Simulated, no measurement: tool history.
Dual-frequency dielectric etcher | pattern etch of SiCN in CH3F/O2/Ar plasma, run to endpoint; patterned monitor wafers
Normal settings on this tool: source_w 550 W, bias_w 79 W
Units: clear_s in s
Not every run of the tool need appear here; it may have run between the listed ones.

| run | hour | source_w | bias_w | wafers since the last listed run | hours since the last wet clean | hours since the last source power generator calibration | hours since the last bias power generator calibration | hours since the last upper electrode change | incoming incoming film thickness, nm | clear_s |
|---|---|---|---|---|---|---|---|---|---|---|
| 1 | 0 | 550 | 79 | 0 | 173.6 | 3670.1 | 1918.6 | 2141.1 | 11.77 | 28.8 |
| 2 | 40.5 | 550 | 79 | 604 | 214.1 | 3710.6 | 1959.1 | 2181.6 | 11.8 | 28.7 |
| 3 | 139.3 | 550 | 79 | 1475 | 312.9 | 3809.4 | 2057.9 | 2280.4 | 11.81 | 28.6 |
|  | 201.9 | wet clean of the chamber |
| 4 | 245.5 | 550 | 79 | 1227 | 43.6 | 3915.6 | 2164.1 | 2386.6 | 11.76 | 28 |
| 5 | 318.8 | 550 | 79 | 1094 | 116.9 | 3988.9 | 2237.4 | 2459.9 | 11.78 | 27.8 |
| 6 | 406.2 | 550 | 79 | 1305 | 204.3 | 4076.3 | 2324.8 | 2547.3 | 11.65 | 27.3 |
| 7 | 459 | 550 | 79 | 788 | 257.1 | 4129.1 | 2377.6 | 2600.1 | 11.69 | 27.3 |
|  | 528.7 | wet clean of the chamber, repeated, since the last time left the tool worse |
| 8 | 529.2 | 550 | 79 | 689 | 0.5 | 4199.3 | 2447.8 | 2670.3 | 11.52 | 28.4 |
| 9 | 594.8 | 550 | 65 | 979 | 66.1 | 4264.9 | 2513.4 | 2735.9 | 11.66 | 30.6 |
|  | 679.9 | bias power generator calibrated |
| 10 | 687.2 | 450 | 90 | 1320 | 158.5 | 4357.3 | 7.3 | 2828.3 | 11.78 | 30.7 |

Run 11 comes next. What will it give?
|  | 746.5 | upper electrode replaced |
| 11 | 759.9 | 450 | 90 | 727 | 231.2 | 4430 | 80 | 13.4 | 11.76 | ? |

{"run 11": {"clear_s": 30.2}}
If the tool had no hidden condition, the same run with the same run-to-run variation would have returned clear_s 30.7 s.
